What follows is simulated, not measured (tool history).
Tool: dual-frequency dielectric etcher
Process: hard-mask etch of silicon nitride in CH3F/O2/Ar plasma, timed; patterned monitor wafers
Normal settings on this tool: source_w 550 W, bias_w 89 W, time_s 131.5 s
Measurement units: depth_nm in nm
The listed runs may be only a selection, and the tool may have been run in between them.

run	hour	source_w	bias_w	time_s	read-back reference wafer on the same gauge, depth_nm	depth_nm
1	0.0	550	89	150.0	100.0	118.0
2	40.5	550	76	131.5	100.0	97.7
3	68.7	550	89	131.5	100.1	102.8
4	94.0	550	89	131.5	100.0	102.8
5	128.5	590	76	131.5	100.0	101.5
6	146.0	680	76	120.5	100.0	99.9
7	180.3	480	75	131.5	99.9	88.4
8	195.9	550	89	106.5	100.0	82.5
9	219.3	550	96	114.5	100.0	90.5
10	244.8	620	89	131.5	99.9	109.0
11	275.7	640	89	120.0	100.0	101.3
12	301.4	550	89	112.0	100.0	86.1
13	314.3	550	89	131.5	100.0	100.7
14	326.6	480	89	131.5	100.0	93.2
15	358.6	550	89	131.5	100.0	100.7
# hour 364.6: bias power generator calibrated
16	383.0	550	89	131.5	100.0	101.1
# hour 395.5: gauge calibrated
# hour 409.0: upper electrode replaced
17	409.5	550	89	131.5	100.0	100.6
18	423.7	490	89	131.5	99.9	93.5
19	448.0	420	76	102.5	100.0	61.8
# hour 476.5: wet clean of the chamber
20	521.4	510	89	169.5	99.9	127.4
21	550.5	550	83	167.5	100.0	127.8
22	569.5	490	68	151.0	100.1	100.6
23	604.5	660	89	131.5	100.0	114.0
24	636.4	640	89	163.5	100.0	138.8
25	651.4	510	89	158.5	100.0	117.9
26	686.1	460	103	147.5	100.0	107.6
27	716.8	550	89	121.0	100.0	93.3
28	743.8	550	89	165.5	100.1	128.1
29	756.7	590	109	98.5	100.0	84.6

Predict each of these 5 candidate next runs independently; none follows another, all start after run 29:
A	757.2	550	89	113.0	?	?
B	757.2	630	101	168.0	?	?
C	757.2	630	105	121.0	?	?
D	757.2	550	95	131.5	?	?
E	757.2	590	89	159.5	?	?

run	read-back reference wafer on the same gauge, depth_nm	depth_nm
A	100.0	87.3
B	100.0	146.4
C	100.0	106.9
D	100.0	103.8
E	100.0	128.4
Take away the tool's hidden state, keep each run's random variation, and the runs would have read:
run	depth_nm
A	89.8
B	150.6
C	109.9
D	106.7
E	132.1
